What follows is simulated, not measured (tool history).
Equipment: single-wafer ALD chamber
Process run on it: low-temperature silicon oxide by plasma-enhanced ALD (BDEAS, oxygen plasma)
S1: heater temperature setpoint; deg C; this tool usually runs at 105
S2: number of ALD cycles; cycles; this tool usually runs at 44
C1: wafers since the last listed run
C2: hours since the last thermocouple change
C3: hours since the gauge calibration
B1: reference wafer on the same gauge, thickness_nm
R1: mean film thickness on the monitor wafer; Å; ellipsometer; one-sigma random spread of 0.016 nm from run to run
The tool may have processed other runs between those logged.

{"run": 1, "hour": 0.0, "S1": 116, "S2": 39, "C1": 0, "C2": 1175.9, "C3": 455.5, "B1": 5.576, "R1": 53.5}
{"run": 2, "hour": 48.8, "S1": 116, "S2": 39, "C1": 239, "C2": 1224.7, "C3": 504.3, "B1": 5.582, "R1": 53.53}
{"run": 3, "hour": 89.2, "S1": 96, "S2": 39, "C1": 197, "C2": 1265.1, "C3": 544.7, "B1": 5.578, "R1": 56.68}
{"run": 4, "hour": 118.2, "S1": 96, "S2": 39, "C1": 142, "C2": 1294.1, "C3": 573.7, "B1": 5.58, "R1": 57.22}
{"run": 5, "hour": 189.9, "S1": 96, "S2": 39, "C1": 351, "C2": 1365.8, "C3": 645.4, "B1": 5.576, "R1": 57.21}
{"run": 6, "hour": 230.4, "S1": 105, "S2": 44, "C1": 198, "C2": 1406.3, "C3": 685.9, "B1": 5.576, "R1": 62.4}
{"run": 7, "hour": 294.3, "S1": 105, "S2": 44, "C1": 313, "C2": 1470.2, "C3": 749.8, "B1": 5.581, "R1": 61.84}
{"run": 8, "hour": 334.9, "S1": 105, "S2": 44, "C1": 198, "C2": 1510.8, "C3": 790.4, "B1": 5.58, "R1": 61.84}
{"run": 9, "hour": 362.1, "S1": 105, "S2": 47, "C1": 133, "C2": 1538, "C3": 817.6, "B1": 5.584, "R1": 66.22}
{"run": 10, "hour": 405.8, "S1": 105, "S2": 39, "C1": 214, "C2": 1581.7, "C3": 861.3, "B1": 5.578, "R1": 54.94}
{"run": 11, "hour": 434.7, "S1": 105, "S2": 39, "C1": 141, "C2": 1610.6, "C3": 890.2, "B1": 5.579, "R1": 54.91}
{"run": 12, "hour": 462.4, "S1": 113, "S2": 50, "C1": 135, "C2": 1638.3, "C3": 917.9, "B1": 5.581, "R1": 69.37}
{"run": 13, "hour": 505.1, "S1": 113, "S2": 50, "C1": 209, "C2": 1681, "C3": 960.6, "B1": 5.58, "R1": 69.05}
{"run": 14, "hour": 557.9, "S1": 116, "S2": 50, "C1": 258, "C2": 1733.8, "C3": 1013.4, "B1": 5.577, "R1": 68.54}
{"run": 15, "hour": 615.7, "S1": 116, "S2": 50, "C1": 283, "C2": 1791.6, "C3": 1071.2, "B1": 5.578, "R1": 69.12}
{"run": 16, "hour": 681.7, "S1": 105, "S2": 38, "C1": 323, "C2": 1857.6, "C3": 1137.2, "B1": 5.577, "R1": 53.47}
{"run": 17, "hour": 710.1, "S1": 114, "S2": 44, "C1": 139, "C2": 1886, "C3": 1165.6, "B1": 5.581, "R1": 60.53}
{"hour": 722.0, "done": "gauge calibrated"}
{"run": 18, "hour": 775.8, "S1": 105, "S2": 44, "C1": 321, "C2": 1951.7, "C3": 53.8, "B1": 5.58, "R1": 61.82}
{"run": 19, "hour": 841.4, "S1": 94, "S2": 47, "C1": 321, "C2": 2017.3, "C3": 119.4, "B1": 5.581, "R1": 69.59}
{"run": 20, "hour": 879.8, "S1": 105, "S2": 50, "C1": 188, "C2": 2055.7, "C3": 157.8, "B1": 5.584, "R1": 70.44}
{"run": 21, "hour": 907.1, "S1": 114, "S2": 47, "C1": 133, "C2": 2083, "C3": 185.1, "B1": 5.58, "R1": 64.88}
{"run": 22, "hour": 952.9, "S1": 105, "S2": 49, "C1": 224, "C2": 2128.8, "C3": 230.9, "B1": 5.584, "R1": 69.18}
{"run": 23, "hour": 1011.3, "S1": 118, "S2": 44, "C1": 286, "C2": 2187.2, "C3": 289.3, "B1": 5.579, "R1": 60.12}
{"hour": 1045.1, "done": "thermocouple changed; heater temperature recalibrated"}
{"run": 24, "hour": 1065.3, "S1": 105, "S2": 36, "C1": 225, "C2": 20.2, "C3": 343.3, "B1": 5.577, "R1": 49.98}
{"run": 25, "hour": 1090.1, "S1": 98, "S2": 44, "C1": 121, "C2": 45, "C3": 368.1, "B1": 5.578, "R1": 62.41}
{"run": 26, "hour": 1297.5, "S1": 105, "S2": 44, "C1": 1016, "C2": 252.4, "C3": 575.5, "B1": 5.579, "R1": 61.31}
{"run": 27, "hour": 1356.2, "S1": 105, "S2": 44, "C1": 287, "C2": 311.1, "C3": 634.2, "B1": 5.577, "R1": 61.41}
{"run": 28, "hour": 1413.6, "S1": 93, "S2": 48, "C1": 281, "C2": 368.5, "C3": 691.6, "B1": 5.58, "R1": 70.06}
{"run": 29, "hour": 1448.2, "S1": 111, "S2": 48, "C1": 169, "C2": 403.1, "C3": 726.2, "B1": 5.578, "R1": 66.56}
{"run": 30, "hour": 1501.9, "S1": 112, "S2": 44, "C1": 263, "C2": 456.8, "C3": 779.9, "B1": 5.583, "R1": 60.5}
{"run": 31, "hour": 1568.6, "S1": 92, "S2": 52, "C1": 326, "C2": 523.5, "C3": 846.6, "B1": 5.581, "R1": 76.62}
{"run": 32, "hour": 1602.8, "S1": 105, "S2": 44, "C1": 167, "C2": 557.7, "C3": 880.8, "B1": 5.579, "R1": 61.56}
{"run": 33, "hour": 1659.5, "S1": 109, "S2": 51, "C1": 277, "C2": 614.4, "C3": 937.5, "B1": 5.576, "R1": 70.95}
{"run": 34, "hour": 1698.7, "S1": 91, "S2": 44, "C1": 192, "C2": 653.6, "C3": 976.7, "B1": 5.579, "R1": 65.08}

Below are 5 alternative next runs, each starting from the tool's condition after run 34. Predict each:
{"run": "A", "hour": 1699.2, "S1": 115, "S2": 44, "C1": 2, "C2": 654.1, "C3": 977.2, "B1": "?", "R1": "?"}
{"run": "B", "hour": 1699.2, "S1": 98, "S2": 50, "C1": 2, "C2": 654.1, "C3": 977.2, "B1": "?", "R1": "?"}
{"run": "C", "hour": 1699.2, "S1": 97, "S2": 39, "C1": 2, "C2": 654.1, "C3": 977.2, "B1": "?", "R1": "?"}
{"run": "D", "hour": 1699.2, "S1": 110, "S2": 48, "C1": 2, "C2": 654.1, "C3": 977.2, "B1": "?", "R1": "?"}
{"run": "E", "hour": 1699.2, "S1": 95, "S2": 44, "C1": 2, "C2": 654.1, "C3": 977.2, "B1": "?", "R1": "?"}

run=A B1=5.579 R1=60.48
run=B B1=5.579 R1=72.15
run=C B1=5.579 R1=56.5
run=D B1=5.579 R1=66.67
run=E B1=5.579 R1=64.25
The same runs, with their run-to-run variation unchanged, on a tool lacking any hidden condition would have given:
run=A R1=59.95
run=B R1=70.96
run=C R1=55.58
run=D R1=66.1
run=E R1=63.21
